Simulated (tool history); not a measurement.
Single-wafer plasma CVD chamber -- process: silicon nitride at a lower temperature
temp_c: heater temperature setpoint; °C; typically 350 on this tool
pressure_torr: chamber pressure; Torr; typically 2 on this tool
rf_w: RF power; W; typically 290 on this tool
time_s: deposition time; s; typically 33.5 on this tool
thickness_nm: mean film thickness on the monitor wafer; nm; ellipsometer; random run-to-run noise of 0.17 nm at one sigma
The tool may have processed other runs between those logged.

run     day  temp_c  pressure_torr  rf_w  time_s  read-back reference wafer on the same gauge, thickness_nm  thickness_nm
  1       0     350              2   290    33.5                                                     35.345        40.609
  2   0.725     350              2   290    33.5                                                     35.208        40.646
  3   1.842     350              2   290    33.5                                                     35.352        40.954
  4   2.508     350              2   290    33.5                                                     35.236         41.04
  5   3.808     350              2   290    33.5                                                     35.278        40.601
  6   4.983     350              2   290    33.5                                                      35.28        40.533
  7   5.988     350              2   290    33.5                                                      35.33        40.294
  8   6.512     350              2   290    33.5                                                     35.358        40.457
  9   7.492     350              2   290    33.5                                                      35.33        40.684
       8.75  -- gauge calibrated
      9.988  -- showerhead replaced
     10.792  -- thermocouple changed; heater temperature recalibrated
 10  10.917     350              2   290    33.5                                                     35.302        40.337
     11.658  -- capacitance manometer re-zeroed and calibrated
     12.012  -- RF generator calibrated
 11  12.033     350              2   290    37.3                                                     35.289        48.209
 12  12.762     350              2   290    37.3                                                     35.327         48.36
 13    14.1     350              2   290    33.5                                                     35.332        43.248
 14  15.046     350              2   290    33.5                                                      35.28        43.351
 15  16.488     350              2   290    33.5                                                     35.339        43.198
 16  17.458     350              2   290    33.5                                                     35.319        42.955
 17  18.767     350              2   290    33.5                                                     35.291        43.332
 18  19.767     335           1.73   290    28.5                                                     35.289        36.221
 19    20.6     356           1.55   320    37.4                                                     35.293        50.588
 20   21.95     350           1.83   290    33.5                                                     35.233        42.354
 21  23.362     361           1.73   345    31.5                                                     35.243        46.344
 22  24.521     350              2   290    33.5                                                     35.262        42.922
 23  25.233     357              2   290    38.6                                                     35.331        49.601
 24  25.767     341           2.25   290    38.5                                                     35.307        50.482
 25  26.362     359              2   250    33.5                                                     35.262        36.789
 26  27.567     350              2   290    33.5                                                     35.277         42.81
 27  28.371     350              2   290    33.5                                                      35.34         42.99
 28  29.517     350              2   260    28.1                                                     35.322        32.246
 29  30.338     350           2.47   290    33.5                                                     35.307        44.043

The tool's hidden state at each run:
wafer temperature above the value expected at the setpoint (K): 0 in every run
true pressure above the setpoint (%): 0 in every run
gauge reads high (%): 0 in every run
H1: delivered RF power above the setpoint (%)
run      H1
  1   -6.42
  2   -6.48
  3   -6.58
  4   -6.64
  5   -6.75
  6   -6.85
  7   -6.93
  8   -6.98
  9   -7.06
 10   -7.36
 11   -0.32
 12  -0.383
 13  -0.497
 14  -0.578
 15  -0.701
 16  -0.784
 17  -0.896
 18  -0.982
 19   -1.05
 20   -1.17
 21   -1.29
 22   -1.39
 23   -1.45
 24    -1.5
 25   -1.55
 26   -1.65
 27   -1.72
 28   -1.82
 29   -1.89
